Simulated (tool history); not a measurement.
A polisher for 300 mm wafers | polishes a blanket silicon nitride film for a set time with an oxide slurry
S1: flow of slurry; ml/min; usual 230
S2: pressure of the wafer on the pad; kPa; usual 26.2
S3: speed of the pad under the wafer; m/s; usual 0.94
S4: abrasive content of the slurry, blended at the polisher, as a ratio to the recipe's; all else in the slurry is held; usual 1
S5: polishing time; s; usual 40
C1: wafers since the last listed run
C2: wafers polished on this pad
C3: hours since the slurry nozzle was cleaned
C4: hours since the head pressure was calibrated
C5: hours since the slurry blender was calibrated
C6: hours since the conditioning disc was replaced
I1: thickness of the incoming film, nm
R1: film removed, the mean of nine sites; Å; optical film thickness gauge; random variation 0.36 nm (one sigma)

run	hour	S1	S2	S3	S4	S5	C1	C2	C3	C4	C5	C6	I1	R1
1	0	230	26.2	1.06	0.9	40	0	1218	111.7	672.6	117.4	121.1	355.1	264
2	15.7	230	26.2	0.94	1	40	202	1420	127.4	688.3	133.1	136.8	354.2	257
3	34.1	230	26.2	0.94	1	40	236	1657	145.8	706.7	151.5	155.2	348.7	258
# hour 54.4: worn pad replaced by a new one, of another model than before
4	63.2	230	26.2	0.94	1	40	323	113	174.9	735.8	180.6	184.3	349.7	257
# hour 73.7: head pressure recalibrated
5	80.2	230	21.4	0.94	1	40	193	306	191.9	6.5	197.6	201.3	350.5	235
6	99.3	230	26.2	0.94	1	32	245	552	211	25.6	216.7	220.4	347.2	202
7	125.2	230	26.2	0.94	1	32	333	885	236.9	51.5	242.6	246.3	349.7	201
8	150.1	230	26.2	0.94	1	32	320	1206	261.8	76.4	267.5	271.2	346.4	203
# hour 167.9: conditioning disc replaced and pad reconditioned
9	170.6	230	26.2	1.14	0.9	32	238	1444	282.3	96.9	288	2.7	343.2	201
# hour 195.9: worn pad replaced by a new one
10	196.5	285	26.2	1.18	1	50	281	7	308.2	122.8	313.9	28.6	353.1	333
11	230.7	230	31	0.94	1.15	45	440	448	342.4	157	348.1	62.8	353.9	319
12	261.6	295	26.2	1.12	0.75	49	397	845	373.3	187.9	379	93.7	347.7	273

Run 13 comes next. What will it give?
13	278.9	250	23.4	0.7	1	44	222	1068	390.6	205.2	396.3	111	344.8	?

{"run 13": {"R1": 231}}
Without the tool's hidden state the same run would have given R1 264 Å.
